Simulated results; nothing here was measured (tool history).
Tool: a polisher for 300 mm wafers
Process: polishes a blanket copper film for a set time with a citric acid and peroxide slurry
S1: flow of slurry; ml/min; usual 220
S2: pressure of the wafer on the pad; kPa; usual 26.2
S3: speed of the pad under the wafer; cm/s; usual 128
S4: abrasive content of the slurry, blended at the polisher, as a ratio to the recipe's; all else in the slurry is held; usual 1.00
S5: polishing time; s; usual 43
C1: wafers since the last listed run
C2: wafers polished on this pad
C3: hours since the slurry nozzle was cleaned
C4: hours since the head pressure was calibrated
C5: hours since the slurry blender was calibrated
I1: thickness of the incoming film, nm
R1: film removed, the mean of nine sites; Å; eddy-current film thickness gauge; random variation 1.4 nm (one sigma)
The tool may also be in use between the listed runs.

Run 1, hour 0.0: usual settings but S1 235 ml/min, S2 21.4 kPa; C1 0; C2 218; C3 625.5; C4 156.1; C5 20.1; I1 532.7. Result: R1 1231 Å.
Run 2, hour 13.6: usual settings but S1 235 ml/min, S2 21.4 kPa; C1 222; C2 441; C3 639.1; C4 169.7; C5 33.7; I1 531.5. Result: R1 1194 Å.
Run 3, hour 19.7: usual settings but S1 235 ml/min, S2 21.4 kPa; C1 99; C2 541; C3 645.2; C4 175.8; C5 39.8; I1 528.6. Result: R1 1202 Å.
At hour 33.0: worn pad replaced by a new one.
Run 4, hour 33.5: usual settings; C1 160; C2 7; C3 659.0; C4 189.6; C5 53.6; I1 524.3. Result: R1 1346 Å.
Run 5, hour 38.3: usual settings; C1 78; C2 86; C3 663.8; C4 194.4; C5 58.4; I1 523.7. Result: R1 1323 Å.
Run 6, hour 44.8: usual settings; C1 106; C2 192; C3 670.3; C4 200.9; C5 64.9; I1 530.8. Result: R1 1372 Å.
Run 7, hour 56.1: usual settings; C1 185; C2 377; C3 681.6; C4 212.2; C5 76.2; I1 530.8. Result: R1 1346 Å.
Run 8, hour 71.8: usual settings but S1 270 ml/min; C1 257; C2 635; C3 697.3; C4 227.9; C5 91.9; I1 534.7. Result: R1 1365 Å.
At hour 83.4: worn pad replaced by a new one.
Run 9, hour 83.9: usual settings; C1 132; C2 8; C3 709.4; C4 240.0; C5 104.0; I1 533.6. Result: R1 1297 Å.
Run 10, hour 89.0: usual settings; C1 83; C2 92; C3 714.5; C4 245.1; C5 109.1; I1 537.7. Result: R1 1332 Å.
Run 11, hour 100.0: usual settings; C1 180; C2 272; C3 725.5; C4 256.1; C5 120.1; I1 522.2. Result: R1 1327 Å.
At hour 123.5: slurry nozzle cleaned.
At hour 130.6: worn pad replaced by a new one.
Run 12, hour 132.5: usual settings; C1 450; C2 31; C3 9.0; C4 288.6; C5 152.6; I1 528.2. Result: R1 1320 Å.
Run 13, hour 140.7: usual settings but S4 1.25; C1 134; C2 165; C3 17.2; C4 296.8; C5 160.8; I1 526.7. Result: R1 1406 Å.
Run 14, hour 155.4: usual settings but S1 180 ml/min, S3 92 cm/s; C1 240; C2 406; C3 31.9; C4 311.5; C5 175.5; I1 539.6. Result: R1 939 Å.
At hour 160.2: slurry blender recalibrated.
Run 15, hour 162.1: usual settings but S1 240 ml/min, S3 148 cm/s; C1 77; C2 483; C3 38.6; C4 318.2; C5 1.9; I1 532.1. Result: R1 1648 Å.
Run 16, hour 172.6: usual settings but S1 200 ml/min, S4 0.90; C1 172; C2 655; C3 49.1; C4 328.7; C5 12.4; I1 541.0. Result: R1 1309 Å.
Run 17, hour 182.7: usual settings but S1 180 ml/min, S3 92 cm/s; C1 165; C2 821; C3 59.2; C4 338.8; C5 22.5; I1 533.9. Result: R1 962 Å.
At hour 187.3: worn pad replaced by a new one, of another model than before.
Run 18, hour 194.3: usual settings; C1 124; C2 114; C3 70.8; C4 350.4; C5 34.1; I1 523.6. Result: R1 1360 Å.
Run 19, hour 205.5: usual settings but S3 112 cm/s, S4 0.90, S5 32 s; C1 183; C2 298; C3 82.0; C4 361.6; C5 45.3; I1 524.0. Result: R1 904 Å.
At hour 208.0: head pressure recalibrated.
Run 20, hour 215.0: usual settings; C1 122; C2 421; C3 91.5; C4 7.0; C5 54.8; I1 530.1. Result: R1 1351 Å.
Run 21, hour 229.1: usual settings but S4 0.75, S5 33 s; C1 231; C2 652; C3 105.6; C4 21.1; C5 68.9; I1 529.7. Result: R1 949 Å.
At hour 244.9: worn pad replaced by a new one.
Run 22, hour 245.4: usual settings but S1 155 ml/min, S4 1.10; C1 201; C2 7; C3 121.9; C4 37.4; C5 85.2; I1 535.5. Result: R1 1332 Å.
Run 23, hour 251.1: usual settings but S3 146 cm/s, S5 32 s; C1 93; C2 101; C3 127.6; C4 43.1; C5 90.9; I1 524.8. Result: R1 1075 Å.
Run 24, hour 258.1: usual settings but S1 285 ml/min, S2 30.3 kPa; C1 114; C2 216; C3 134.6; C4 50.1; C5 97.9; I1 533.4. Result: R1 1439 Å.
Run 25, hour 264.6: usual settings but S1 255 ml/min, S2 31.7 kPa, S4 1.10, S5 48 s; C1 106; C2 322; C3 141.1; C4 56.6; C5 104.4; I1 536.7. Result: R1 1689 Å.

What the log doesn't show, run by run:
removal rate lost through wear of the pad, %: 0 in every run
slurry flow missing at the pad, %: 0 in every run
deviation of the head's pressure from its setpoint, %: 0 in every run
H1: abrasive missing from the slurry, %
run    H1
  1  6.73
  2  9.79
  3    11
  4  13.2
  5  13.9
  6  14.7
  7    16
  8  17.4
  9  18.3
 10  18.6
 11  19.2
 12  20.5
 13  20.7
 14  21.1
 15  2.38
 16  5.61
 17  8.24
 18  10.8
 19  12.8
 20  14.3
 21  16.1
 22  17.8
 23  18.2
 24  18.8
 25  19.2
